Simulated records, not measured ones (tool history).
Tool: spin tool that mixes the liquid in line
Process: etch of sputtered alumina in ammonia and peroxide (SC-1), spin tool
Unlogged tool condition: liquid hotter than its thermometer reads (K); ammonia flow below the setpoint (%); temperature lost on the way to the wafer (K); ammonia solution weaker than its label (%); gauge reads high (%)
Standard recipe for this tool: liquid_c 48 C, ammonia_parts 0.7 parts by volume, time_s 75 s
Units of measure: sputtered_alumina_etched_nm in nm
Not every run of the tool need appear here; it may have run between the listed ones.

run	hour	liquid_c	ammonia_parts	time_s	wafers since the last listed run	hours since the thermometer was replaced	hours since the ammonia flow meter was replaced	hours since the heated supply line was repaired	hours since the drum of ammonia solution was connected	hours since the gauge calibration	read-back film thickness of the sputtered alumina reference wafer, read on the same gauge (nm)	sputtered_alumina_etched_nm
1	0	48	0.7	75	0	211.5	146.8	2396.2	478.3	307.8	69.99	5.41
2	54.5	55.5	0.8	40	584	266	201.3	2450.7	532.8	362.3	69.99	4.47
3	93.1	54	0.45	95	414	304.6	239.9	2489.3	571.4	400.9	70.02	9.37
# hour 105.9: new drum of ammonia solution connected
4	144.8	42.5	0.5	30	544	356.3	291.6	2541	38.9	452.6	69.98	1.56
5	206.5	48	0.7	75	662	418	353.3	2602.7	100.6	514.3	70.01	5.5
6	257.6	57	0.4	35	548	469.1	404.4	2653.8	151.7	565.4	70.01	3.98
7	283.1	48	0.7	75	273	494.6	429.9	2679.3	177.2	590.9	69.99	5.49
8	334.8	48	1.05	75	554	546.3	481.6	2731	228.9	642.6	69.96	5.75
9	375.8	48	0.9	105	439	587.3	522.6	2772	269.9	683.6	70	7.99
10	404.2	48	0.7	75	304	615.7	551	2800.4	298.3	712	70.03	5.59
11	445.5	53	0.7	75	443	657	592.3	2841.7	339.6	753.3	69.99	7.28
12	475.7	41	0.7	75	324	687.2	622.5	2871.9	369.8	783.5	70	3.73
13	509.5	55.5	0.9	110	362	721	656.3	2905.7	403.6	817.3	70	12.55
# hour 516.6: heated supply line repaired
14	562.5	56.5	0.9	55	557	774	709.3	45.9	456.6	870.3	70.03	6.61
15	604.9	48	0.7	75	454	816.4	751.7	88.3	499	912.7	69.96	5.7
16	658.8	48	0.7	75	578	870.3	805.6	142.2	552.9	966.6	69.99	5.6
17	722	48	0.4	75	678	933.5	868.8	205.4	616.1	1029.8	69.99	5.39

Expected results for the next run?
18	787.9	38.5	0.9	35	707	999.4	934.7	271.3	682	1095.7	?	?

{"run 18": {"read-back film thickness of the sputtered alumina reference wafer, read on the same gauge (nm)": 70.01, "sputtered_alumina_etched_nm": 1.57}}
The same run, on a tool lacking any hidden state, would have yielded sputtered_alumina_etched_nm 1.45 nm.
